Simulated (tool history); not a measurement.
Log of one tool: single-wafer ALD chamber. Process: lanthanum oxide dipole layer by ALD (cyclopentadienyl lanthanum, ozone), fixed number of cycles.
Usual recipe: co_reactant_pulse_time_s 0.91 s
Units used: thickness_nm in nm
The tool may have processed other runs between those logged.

run	hour	co_reactant_pulse_time_s	read-back reference wafer on the same gauge, thickness_nm	thickness_nm
1	0.0	1.04	0.393	0.481
2	27.5	1.04	0.393	0.482
3	48.0	1.10	0.393	0.486
4	66.2	1.09	0.393	0.487
5	85.3	1.09	0.393	0.488
6	113.2	0.91	0.393	0.461
7	132.3	0.91	0.393	0.460
8	163.8	0.91	0.394	0.461
9	194.4	0.91	0.393	0.458
# hour 208.1: gauge calibrated
10	219.0	0.91	0.393	0.460
11	238.2	0.91	0.393	0.459
# hour 253.1: showerhead replaced
12	261.8	1.18	0.393	0.492
13	291.3	1.18	0.393	0.492
14	313.4	0.63	0.393	0.395
15	346.1	1.12	0.393	0.487
16	372.9	0.91	0.393	0.454
17	385.8	0.60	0.393	0.386
18	410.4	0.67	0.393	0.404
# hour 440.8: ozone generator serviced
19	446.3	0.91	0.393	0.464
20	479.3	0.62	0.393	0.404
21	510.9	0.91	0.393	0.462
22	538.1	1.16	0.393	0.497
23	570.7	1.07	0.393	0.484
24	599.9	0.69	0.393	0.419
# hour 649.6: thermocouple changed; heater temperature recalibrated
25	692.6	0.72	0.393	0.424
26	706.6	1.27	0.393	0.504
27	734.4	0.91	0.393	0.460
28	761.4	0.64	0.393	0.402
29	785.5	0.91	0.393	0.458
30	798.2	0.91	0.393	0.457
31	830.3	0.79	0.393	0.434
32	843.2	0.76	0.393	0.426
33	877.6	0.63	0.393	0.395

5 options for the next run, each taken on its own from the tool as it stands now. Forecast them:
A	878.0	1.05	?	?
B	878.0	0.57	?	?
C	878.0	0.56	?	?
D	878.0	1.15	?	?
E	878.0	0.55	?	?

run	read-back reference wafer on the same gauge, thickness_nm	thickness_nm
A	0.393	0.474
B	0.393	0.378
C	0.393	0.375
D	0.393	0.487
E	0.393	0.372
With the hidden condition removed and each run's random variation left untouched, the same runs would have given:
run	thickness_nm
A	0.484
B	0.391
C	0.388
D	0.496
E	0.385

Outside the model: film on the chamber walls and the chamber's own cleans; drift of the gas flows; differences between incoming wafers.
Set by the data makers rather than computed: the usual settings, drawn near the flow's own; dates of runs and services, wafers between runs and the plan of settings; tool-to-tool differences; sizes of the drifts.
